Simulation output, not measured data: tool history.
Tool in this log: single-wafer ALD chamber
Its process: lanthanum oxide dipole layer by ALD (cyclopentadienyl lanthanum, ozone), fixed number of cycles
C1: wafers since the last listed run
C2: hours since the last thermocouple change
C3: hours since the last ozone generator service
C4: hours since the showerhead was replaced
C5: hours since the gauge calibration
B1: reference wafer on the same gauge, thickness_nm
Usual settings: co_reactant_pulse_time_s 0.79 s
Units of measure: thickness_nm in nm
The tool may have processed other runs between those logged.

{"run": 1, "day": 0.0, "co_reactant_pulse_time_s": 0.79, "C1": 0, "C2": 943, "C3": 1233.8, "C4": 5760.1, "C5": 390.8, "B1": 0.499, "thickness_nm": 0.428}
{"run": 2, "day": 1.05, "co_reactant_pulse_time_s": 0.79, "C1": 449, "C2": 968.2, "C3": 1259, "C4": 5785.3, "C5": 416, "B1": 0.499, "thickness_nm": 0.429}
{"run": 3, "day": 2.458, "co_reactant_pulse_time_s": 0.79, "C1": 603, "C2": 1002, "C3": 1292.8, "C4": 5819.1, "C5": 449.8, "B1": 0.499, "thickness_nm": 0.425}
{"run": 4, "day": 3.283, "co_reactant_pulse_time_s": 0.79, "C1": 353, "C2": 1021.8, "C3": 1312.6, "C4": 5838.9, "C5": 469.6, "B1": 0.499, "thickness_nm": 0.421}
{"run": 5, "day": 4.542, "co_reactant_pulse_time_s": 0.79, "C1": 539, "C2": 1052, "C3": 1342.8, "C4": 5869.1, "C5": 499.8, "B1": 0.499, "thickness_nm": 0.423}
{"run": 6, "day": 5.058, "co_reactant_pulse_time_s": 0.79, "C1": 221, "C2": 1064.4, "C3": 1355.2, "C4": 5881.5, "C5": 512.2, "B1": 0.499, "thickness_nm": 0.421}
{"run": 7, "day": 6.358, "co_reactant_pulse_time_s": 0.97, "C1": 556, "C2": 1095.6, "C3": 1386.4, "C4": 5912.7, "C5": 543.4, "B1": 0.499, "thickness_nm": 0.464}
{"run": 8, "day": 7.354, "co_reactant_pulse_time_s": 0.97, "C1": 426, "C2": 1119.5, "C3": 1410.3, "C4": 5936.6, "C5": 567.3, "B1": 0.499, "thickness_nm": 0.464}
{"day": 7.862, "done": "gauge calibrated"}
{"run": 9, "day": 7.875, "co_reactant_pulse_time_s": 0.79, "C1": 223, "C2": 1132, "C3": 1422.8, "C4": 5949.1, "C5": 0.3, "B1": 0.499, "thickness_nm": 0.42}
{"run": 10, "day": 8.621, "co_reactant_pulse_time_s": 0.79, "C1": 319, "C2": 1149.9, "C3": 1440.7, "C4": 5967, "C5": 18.2, "B1": 0.499, "thickness_nm": 0.418}
{"run": 11, "day": 9.167, "co_reactant_pulse_time_s": 0.79, "C1": 233, "C2": 1163, "C3": 1453.8, "C4": 5980.1, "C5": 31.3, "B1": 0.499, "thickness_nm": 0.419}
{"run": 12, "day": 10.004, "co_reactant_pulse_time_s": 0.89, "C1": 358, "C2": 1183.1, "C3": 1473.9, "C4": 6000.2, "C5": 51.4, "B1": 0.499, "thickness_nm": 0.442}
{"day": 10.417, "done": "showerhead replaced"}
{"run": 13, "day": 10.621, "co_reactant_pulse_time_s": 1.09, "C1": 121, "C2": 1197.9, "C3": 1488.7, "C4": 4.9, "C5": 66.2, "B1": 0.499, "thickness_nm": 0.482}
{"run": 14, "day": 12.038, "co_reactant_pulse_time_s": 0.97, "C1": 606, "C2": 1231.9, "C3": 1522.7, "C4": 38.9, "C5": 100.2, "B1": 0.499, "thickness_nm": 0.458}
{"day": 12.762, "done": "thermocouple changed; heater temperature recalibrated"}
{"run": 15, "day": 12.783, "co_reactant_pulse_time_s": 0.48, "C1": 176, "C2": 0.5, "C3": 1540.6, "C4": 56.8, "C5": 118.1, "B1": 0.499, "thickness_nm": 0.29}
{"run": 16, "day": 13.508, "co_reactant_pulse_time_s": 0.71, "C1": 310, "C2": 17.9, "C3": 1558, "C4": 74.2, "C5": 135.5, "B1": 0.498, "thickness_nm": 0.387}
{"day": 14.362, "done": "ozone generator serviced"}
{"run": 17, "day": 14.383, "co_reactant_pulse_time_s": 0.97, "C1": 232, "C2": 38.9, "C3": 0.5, "C4": 95.2, "C5": 156.5, "B1": 0.499, "thickness_nm": 0.419}
{"run": 18, "day": 15.342, "co_reactant_pulse_time_s": 0.67, "C1": 410, "C2": 61.9, "C3": 23.5, "C4": 118.2, "C5": 179.5, "B1": 0.499, "thickness_nm": 0.331}
{"day": 18.2, "done": "ozone generator serviced, repeated, since the last time left the tool worse"}
{"run": 19, "day": 18.221, "co_reactant_pulse_time_s": 0.79, "C1": 1090, "C2": 131, "C3": 0.5, "C4": 187.3, "C5": 248.6, "B1": 0.499, "thickness_nm": 0.447}
{"run": 20, "day": 18.983, "co_reactant_pulse_time_s": 0.79, "C1": 326, "C2": 149.3, "C3": 18.8, "C4": 205.6, "C5": 266.9, "B1": 0.499, "thickness_nm": 0.446}
{"run": 21, "day": 19.542, "co_reactant_pulse_time_s": 0.7, "C1": 239, "C2": 162.7, "C3": 32.2, "C4": 219, "C5": 280.3, "B1": 0.499, "thickness_nm": 0.42}
{"run": 22, "day": 20.588, "co_reactant_pulse_time_s": 0.95, "C1": 448, "C2": 187.8, "C3": 57.3, "C4": 244.1, "C5": 305.4, "B1": 0.499, "thickness_nm": 0.482}
{"run": 23, "day": 21.683, "co_reactant_pulse_time_s": 0.98, "C1": 469, "C2": 214.1, "C3": 83.6, "C4": 270.4, "C5": 331.7, "B1": 0.499, "thickness_nm": 0.487}
{"run": 24, "day": 22.3, "co_reactant_pulse_time_s": 0.99, "C1": 264, "C2": 228.9, "C3": 98.4, "C4": 285.2, "C5": 346.5, "B1": 0.499, "thickness_nm": 0.487}
{"run": 25, "day": 23.058, "co_reactant_pulse_time_s": 0.88, "C1": 324, "C2": 247.1, "C3": 116.6, "C4": 303.4, "C5": 364.7, "B1": 0.499, "thickness_nm": 0.468}

Forecast each of these 4 alternatives for the next run:
{"run": "A", "day": 23.075, "co_reactant_pulse_time_s": 0.56, "C1": 7, "C2": 247.5, "C3": 117, "C4": 303.8, "C5": 365.1, "B1": "?", "thickness_nm": "?"}
{"run": "B", "day": 23.075, "co_reactant_pulse_time_s": 1.1, "C1": 7, "C2": 247.5, "C3": 117, "C4": 303.8, "C5": 365.1, "B1": "?", "thickness_nm": "?"}
{"run": "C", "day": 23.075, "co_reactant_pulse_time_s": 1.05, "C1": 7, "C2": 247.5, "C3": 117, "C4": 303.8, "C5": 365.1, "B1": "?", "thickness_nm": "?"}
{"run": "D", "day": 23.075, "co_reactant_pulse_time_s": 1.01, "C1": 7, "C2": 247.5, "C3": 117, "C4": 303.8, "C5": 365.1, "B1": "?", "thickness_nm": "?"}

run=A B1=0.499 thickness_nm=0.363
run=B B1=0.499 thickness_nm=0.504
run=C B1=0.499 thickness_nm=0.497
run=D B1=0.499 thickness_nm=0.491
The same runs, with their run-to-run variation unchanged, on a tool lacking any hidden condition would have given:
run=A thickness_nm=0.365
run=B thickness_nm=0.506
run=C thickness_nm=0.499
run=D thickness_nm=0.493
